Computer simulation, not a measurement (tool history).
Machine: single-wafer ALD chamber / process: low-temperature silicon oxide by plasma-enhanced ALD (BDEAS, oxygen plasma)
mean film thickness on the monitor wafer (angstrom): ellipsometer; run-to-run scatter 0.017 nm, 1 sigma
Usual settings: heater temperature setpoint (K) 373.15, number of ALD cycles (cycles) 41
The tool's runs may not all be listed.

run     day  heater temperature setpoint (K)  number of ALD cycles (cycles)  read-back reference wafer on the same gauge, thickness_nm  mean film thickness on the monitor wafer (angstrom)
  1       0                           373.15                             41                                                      6.444                                                69.65
  2   0.892                           373.15                             43                                                      6.434                                                72.46
  3   2.388                           373.15                             41                                                      6.439                                                69.45
  4    2.95                           373.15                             41                                                      6.437                                                69.59
  5   4.371                           373.15                             41                                                      6.438                                                69.62
  6   5.479                           373.15                             41                                                      6.438                                                69.47
  7   6.621                           380.15                             41                                                      6.434                                                 67.9
  8   9.429                           380.15                             41                                                      6.438                                                67.71
  9  10.162                           373.15                             41                                                      6.449                                                69.27
 10  14.008                           366.15                             45                                                      6.449                                                78.42
 11  14.783                           373.15                             41                                                      6.442                                                69.37
     15.217  -- gauge calibrated
 12  17.533                           373.15                             41                                                      6.436                                                69.56
 13  18.808                           365.15                             37                                                      6.441                                                64.56
 14  19.704                           373.15                             41                                                      6.438                                                69.68
 15  20.212                           388.15                             35                                                       6.44                                                56.94
 16  21.021                           363.15                             47                                                      6.444                                                83.01
 17  21.725                           383.15                             44                                                      6.447                                                72.38
 18  22.412                           373.15                             41                                                      6.444                                                69.49
     23.242  -- thermocouple changed; heater temperature recalibrated
 19    23.7                           366.15                             44                                                      6.436                                                74.76
 20    25.1                           378.15                             47                                                      6.435                                                77.08
 21  26.512                           364.15                             45                                                      6.436                                                77.48
 22  27.375                           380.15                             41                                                      6.436                                                66.72
 23  28.054                           380.15                             41                                                      6.438                                                66.92
 24  28.971                           382.15                             47                                                      6.438                                                76.34
 25  30.262                           386.15                             34                                                       6.44                                                54.73
 26  31.246                           373.15                             34                                                       6.44                                                56.52
 27  32.625                           378.15                             44                                                       6.44                                                72.39
 28  33.183                           362.15                             41                                                      6.438                                                71.35
 29  34.496                           373.15                             49                                                       6.43                                                81.69

Alternative continuations, all from the tool just after run 29; predict every row:
  A  34.517                           364.15                             41                                                          ?                                                    ?
  B  34.517                           373.15                             48                                                          ?                                                    ?
  C  34.517                           362.15                             47                                                          ?                                                    ?
  D  34.517                           381.15                             48                                                          ?                                                    ?

run  read-back reference wafer on the same gauge, thickness_nm  mean film thickness on the monitor wafer (angstrom)
  A                                                      6.438                                                70.65
  B                                                      6.438                                                79.77
  C                                                      6.438                                                81.63
  D                                                      6.438                                                78.27
Without the tool's unlogged condition, the same runs would have read:
run  mean film thickness on the monitor wafer (angstrom)
  A                                                70.31
  B                                                79.37
  C                                                81.24
  D                                                78.06
